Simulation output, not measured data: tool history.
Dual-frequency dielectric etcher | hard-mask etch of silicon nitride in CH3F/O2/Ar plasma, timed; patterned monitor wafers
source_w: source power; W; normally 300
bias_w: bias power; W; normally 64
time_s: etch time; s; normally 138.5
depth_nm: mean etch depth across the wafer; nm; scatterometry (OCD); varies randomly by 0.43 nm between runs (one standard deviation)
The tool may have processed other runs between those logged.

run	hour	source_w	bias_w	time_s	read-back reference wafer on the same gauge, depth_nm	depth_nm
1	0.0	300	64	171.5	97.1	106.4
# hour 51.8: wet clean of the chamber
2	53.7	300	64	138.5	96.8	88.1
3	64.5	300	64	138.5	96.8	87.7
4	71.4	300	64	138.5	96.8	88.1
5	87.0	300	64	138.5	96.8	88.4
6	97.3	300	64	138.5	96.9	89.2
# hour 121.7: upper electrode replaced
# hour 127.8: wet clean of the chamber, repeated, since the last time left the tool worse
7	128.3	300	64	138.5	96.8	82.2
8	128.6	300	64	138.5	96.8	82.9
# hour 149.4: source power generator calibrated
9	149.9	300	64	138.5	96.8	82.5
10	154.4	300	64	138.5	96.9	83.1
# hour 170.0: bias power generator calibrated
11	170.5	300	49	168.0	96.8	89.7
12	180.0	220	52	138.5	96.8	68.6
13	195.1	370	71	158.0	96.9	105.9
# hour 196.3: gauge calibrated
14	202.1	270	72	121.0	96.9	73.6
15	215.0	300	76	103.0	96.8	66.8
16	226.7	300	52	127.0	96.9	70.0
17	243.9	370	71	103.0	96.9	69.3
18	251.8	260	50	166.5	96.9	85.7
19	259.4	300	64	138.5	96.7	83.7
20	267.8	300	64	138.5	96.8	83.3
21	284.8	250	54	174.0	96.9	92.3
22	300.3	300	64	138.5	96.7	83.4
23	313.0	350	76	166.5	97.0	113.4
24	326.4	300	64	138.5	96.9	83.9
25	343.7	300	54	116.0	97.0	65.0
26	355.1	240	53	172.0	96.7	88.3
27	369.6	270	72	121.0	97.1	74.7
28	378.0	300	64	112.5	97.1	67.8
29	385.8	300	64	138.5	97.1	84.8
30	392.4	250	64	160.0	96.8	91.4
31	407.1	380	64	108.5	96.8	70.9

Measured result minus the same run's result without the hidden state. Both carry the same run-to-run variation, though not necessarily the same gauge scatter:
Hidden state at play: etch rate over this chamber's usual, %; source power that arrives over what is set, %; bias power that arrives over what is set, %; gauge reads high (%).
run	depth_nm
1	+3.6
2	+5.3
3	+5.4
4	+5.4
5	+5.5
6	+5.7
7	-0.1
8	-0.1
9	+0.0
10	+0.0
11	+0.1
12	+0.1
13	+0.3
14	+0.3
15	+0.3
16	+0.4
17	+0.4
18	+0.6
19	+0.6
20	+0.6
21	+0.8
22	+0.8
23	+1.1
24	+0.9
25	+0.8
26	+1.1
27	+1.0
28	+0.9
29	+1.3
30	+1.4
31	+1.2
